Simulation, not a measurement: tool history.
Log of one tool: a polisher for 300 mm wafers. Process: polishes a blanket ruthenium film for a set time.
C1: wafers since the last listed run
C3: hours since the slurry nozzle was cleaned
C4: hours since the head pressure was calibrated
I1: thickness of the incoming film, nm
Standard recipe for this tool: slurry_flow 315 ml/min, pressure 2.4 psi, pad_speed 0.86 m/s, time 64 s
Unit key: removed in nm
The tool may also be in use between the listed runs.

Run 1, hour 0: usual settings; C1 0; wafers polished on this pad 3113; C3 620.2; C4 747.7; I1 248.7. Result: removed 73.3 nm.
At hour 21.5: slurry nozzle cleaned.
At hour 66.2: worn pad replaced by a new one.
Run 2, hour 104.2: usual settings; C1 993; wafers polished on this pad 380; C3 82.7; C4 851.9; I1 254.1. Result: removed 75.6 nm.
Run 3, hour 144.1: usual settings; C1 399; wafers polished on this pad 780; C3 122.6; C4 891.8; I1 248.3. Result: removed 76.3 nm.
Run 4, hour 192: usual settings; C1 479; wafers polished on this pad 1260; C3 170.5; C4 939.7; I1 249.4. Result: removed 75.3 nm.
At hour 220: head pressure recalibrated.
Run 5, hour 278.3: usual settings; C1 844; wafers polished on this pad 2104; C3 256.8; C4 58.3; I1 251.3. Result: removed 76.3 nm.
Run 6, hour 334.2: usual settings; C1 559; wafers polished on this pad 2664; C3 312.7; C4 114.2; I1 254.5. Result: removed 74.5 nm.
At hour 356.4: worn pad replaced by a new one.
Run 7, hour 418.3: usual settings; C1 802; wafers polished on this pad 620; C3 396.8; C4 198.3; I1 249.9. Result: removed 73.3 nm.
Run 8, hour 491.8: usual settings; C1 736; wafers polished on this pad 1356; C3 470.3; C4 271.8; I1 248.5. Result: removed 73.9 nm.
Run 9, hour 592.6: usual settings; C1 1009; wafers polished on this pad 2365; C3 571.1; C4 372.6; I1 250.7. Result: removed 72.8 nm.
Run 10, hour 639.8: usual settings; C1 472; wafers polished on this pad 2838; C3 618.3; C4 419.8; I1 249.7. Result: removed 72.1 nm.
At hour 673: slurry nozzle cleaned.
At hour 688.2: worn pad replaced by a new one.
Run 11, hour 725.5: usual settings; C1 808; wafers polished on this pad 373; C3 52.5; C4 505.5; I1 246.1. Result: removed 77 nm.
Run 12, hour 769.2: usual settings but slurry_flow 255 ml/min, time 52 s; C1 437; wafers polished on this pad 811; C3 96.2; C4 549.2; I1 246.5. Result: removed 60 nm.
Run 13, hour 841.7: usual settings; C1 726; wafers polished on this pad 1537; C3 168.7; C4 621.7; I1 252.8. Result: removed 75.6 nm.
At hour 1002.7: worn pad replaced by a new one.
At hour 1144.2: head pressure recalibrated.
Run 14, hour 1164.1: usual settings but pad_speed 0.66 m/s; C1 3168; wafers polished on this pad 1596; C3 491.1; C4 19.9; I1 252. Result: removed 61.4 nm.
Run 15, hour 1202.8: usual settings; C1 387; wafers polished on this pad 1983; C3 529.8; C4 58.6; I1 247.7. Result: removed 74.2 nm.
Run 16, hour 1257.7: usual settings but slurry_flow 255 ml/min, pad_speed 0.98 m/s; C1 549; wafers polished on this pad 2533; C3 584.7; C4 113.5; I1 248.9. Result: removed 78.4 nm.
At hour 1291.4: slurry nozzle cleaned.
At hour 1303.6: worn pad replaced by a new one.
Run 17, hour 1327.5: usual settings but pressure 1.7 psi; C1 649; wafers polished on this pad 239; C3 36.1; C4 183.3; I1 253.6. Result: removed 54 nm.
Run 18, hour 1414.3: usual settings but slurry_flow 365 ml/min, pressure 1.8 psi, pad_speed 1.02 m/s; C1 869; wafers polished on this pad 1109; C3 122.9; C4 270.1; I1 248.2. Result: removed 65.4 nm.
Run 19, hour 1520.2: usual settings but slurry_flow 250 ml/min; C1 1060; wafers polished on this pad 2169; C3 228.8; C4 376; I1 247.6. Result: removed 73.6 nm.
At hour 1611.3: worn pad replaced by a new one.
Run 20, hour 1628: usual settings but pressure 2.1 psi; C1 1039; wafers polished on this pad 167; C3 336.6; C4 483.8; I1 248.2. Result: removed 65.2 nm.
Run 21, hour 1664.3: usual settings but slurry_flow 265 ml/min, pressure 2.6 psi, pad_speed 0.66 m/s, time 73 s; C1 363; wafers polished on this pad 531; C3 372.9; C4 520.1; I1 254.6. Result: removed 76.1 nm.
Run 22, hour 1700.5: usual settings but slurry_flow 255 ml/min, pad_speed 1.08 m/s; C1 362; wafers polished on this pad 893; C3 409.1; C4 556.3; I1 246.1. Result: removed 87.6 nm.

Each row is a separate what-if for the run after 22, all from the same tool condition, not one after another. Results?
Run A, hour 1700.9: usual settings but time 52 s; C1 4; wafers polished on this pad 897; C3 409.5; C4 556.7; I1 253.3. Result: removed ?.
Run B, hour 1700.9: usual settings but slurry_flow 425 ml/min; C1 4; wafers polished on this pad 897; C3 409.5; C4 556.7; I1 253.3. Result: removed ?.
Run C, hour 1700.9: usual settings but slurry_flow 415 ml/min, pad_speed 0.72 m/s, time 70 s; C1 4; wafers polished on this pad 897; C3 409.5; C4 556.7; I1 253.3. Result: removed ?.
Run D, hour 1700.9: usual settings but slurry_flow 390 ml/min, pad_speed 1.16 m/s, time 46 s; C1 4; wafers polished on this pad 897; C3 409.5; C4 556.7; I1 253.3. Result: removed ?.
Run E, hour 1700.9: usual settings but slurry_flow 400 ml/min; C1 4; wafers polished on this pad 897; C3 409.5; C4 556.7; I1 253.3. Result: removed ?.

run  removed
  A     60.9
  B       77
  C     74.1
  D     68.9
  E     76.6
With the hidden condition removed and each run's random variation left untouched, the same runs would have given:
run  removed
  A     62.1
  B     78.1
  C     75.2
  D       70
  E     77.8
